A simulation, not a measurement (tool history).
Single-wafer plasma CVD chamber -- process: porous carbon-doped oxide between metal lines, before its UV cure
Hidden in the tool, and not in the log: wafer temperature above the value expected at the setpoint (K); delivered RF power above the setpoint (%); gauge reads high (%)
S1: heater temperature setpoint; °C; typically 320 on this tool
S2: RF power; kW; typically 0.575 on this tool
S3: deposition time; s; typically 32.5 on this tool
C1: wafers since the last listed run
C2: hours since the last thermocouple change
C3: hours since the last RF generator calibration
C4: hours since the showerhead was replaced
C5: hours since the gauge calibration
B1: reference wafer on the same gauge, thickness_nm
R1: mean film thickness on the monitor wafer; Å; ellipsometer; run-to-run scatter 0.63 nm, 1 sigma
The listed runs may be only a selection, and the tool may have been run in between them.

run   hour   S1     S2    S3    C1      C2      C3      C4     C5       B1       R1
  1    0.0  312  0.575  32.5     0   849.4  1820.7  6215.2  257.0  162.215  1769.01
  2   14.0  312  0.575  32.5   418   863.4  1834.7  6229.2  271.0  162.130  1781.73
  3   39.3  320  0.575  32.5   756   888.7  1860.0  6254.5  296.3  161.656  1697.65
  4   73.4  320  0.575  32.5  1020   922.8  1894.1  6288.6  330.4  162.089  1713.87
  5   94.3  320  0.575  32.5   625   943.7  1915.0  6309.5  351.3  161.992  1693.88
     153.5  -- gauge calibrated
  6  184.6  320  0.575  32.5  2701  1034.0  2005.3  6399.8   31.1  162.050  1713.58
  7  210.2  320  0.575  32.5   765  1059.6  2030.9  6425.4   56.7  161.764  1701.30
  8  245.9  320  0.575  32.5  1068  1095.3  2066.6  6461.1   92.4  161.821  1702.60
  9  258.3  325  0.575  32.5   371  1107.7  2079.0  6473.5  104.8  161.905  1655.13
 10  279.9  325  0.575  32.5   646  1129.3  2100.6  6495.1  126.4  162.006  1654.26
 11  306.2  325  0.575  32.5   786  1155.6  2126.9  6521.4  152.7  161.844  1645.10
 12  341.3  320  0.575  32.5  1050  1190.7  2162.0  6556.5  187.8  161.733  1696.92
 13  364.9  320  0.575  32.5   706  1214.3  2185.6  6580.1  211.4  162.027  1691.65
 14  381.7  320  0.575  32.5   502  1231.1  2202.4  6596.9  228.2  161.975  1696.29
     402.8  -- RF generator calibrated
 15  412.8  320  0.510  32.5   691  1262.2    10.0  6628.0  259.3  161.911  1574.34
 16  428.0  320  0.495  32.5   454  1277.4    25.2  6643.2  274.5  162.041  1539.43
 17  450.8  329  0.575  35.8   682  1300.2    48.0  6666.0  297.3  162.168  1763.68
 18  482.0  309  0.650  32.5   933  1331.4    79.2  6697.2  328.5  162.133  1952.91
     519.9  -- thermocouple changed; heater temperature recalibrated
     524.3  -- showerhead replaced
 19  524.8  320  0.575  32.5   907     4.9   122.0     0.5  371.3  161.919  1702.38
 20  539.5  330  0.505  32.5   439    19.6   136.7    15.2  386.0  162.227  1475.60
 21  562.9  320  0.480  35.2   700    43.0   160.1    38.6  409.4  161.877  1630.14
 22  584.0  320  0.515  27.2   631    64.1   181.2    59.7  430.5  162.019  1329.35
 23  597.4  320  0.460  36.0   400    77.5   194.6    73.1  443.9  162.190  1619.38
 24  619.5  320  0.575  32.5   661    99.6   216.7    95.2  466.0  162.002  1702.40
 25  645.6  328  0.575  32.5   780   125.7   242.8   121.3  492.1  161.902  1628.65
     654.6  -- gauge calibrated
 26  666.6  320  0.575  32.5   628   146.7   263.8   142.3   12.0  161.763  1706.96
 27  682.8  327  0.505  32.5   484   162.9   280.0   158.5   28.2  162.328  1496.62
 28  699.9  307  0.675  32.5   511   180.0   297.1   175.6   45.3  162.155  2014.85
 29  712.9  320  0.575  32.5   388   193.0   310.1   188.6   58.3  162.200  1690.79
 30  729.0  320  0.575  32.5   481   209.1   326.2   204.7   74.4  162.034  1706.37
 31  760.3  320  0.575  32.5   936   240.4   357.5   236.0  105.7  161.882  1690.03
 32  780.1  316  0.575  38.6   592   260.2   377.3   255.8  125.5  162.315  2057.84
 33  795.3  320  0.575  32.5   454   275.4   392.5   271.0  140.7  162.006  1702.90
 34  830.2  330  0.575  36.3  1044   310.3   427.4   305.9  175.6  161.796  1789.29

Below are 4 alternative next runs, each starting from the tool's condition after run 34. Predict each:
  A  830.6  320  0.575  38.2  11  310.7  427.8  306.3  176.0   ?   ?
  B  830.6  306  0.630  30.8  11  310.7  427.8  306.3  176.0   ?   ?
  C  830.6  315  0.640  35.2  11  310.7  427.8  306.3  176.0   ?   ?
  D  830.6  306  0.690  32.5  11  310.7  427.8  306.3  176.0   ?   ?

run       B1       R1
  A  161.994  1977.71
  B  161.994  1848.16
  C  161.994  2014.13
  D  161.994  2063.83
Had the tool no hidden state, the same runs would have come out as:
run       R1
  A  1977.71
  B  1848.16
  C  2014.13
  D  2063.83
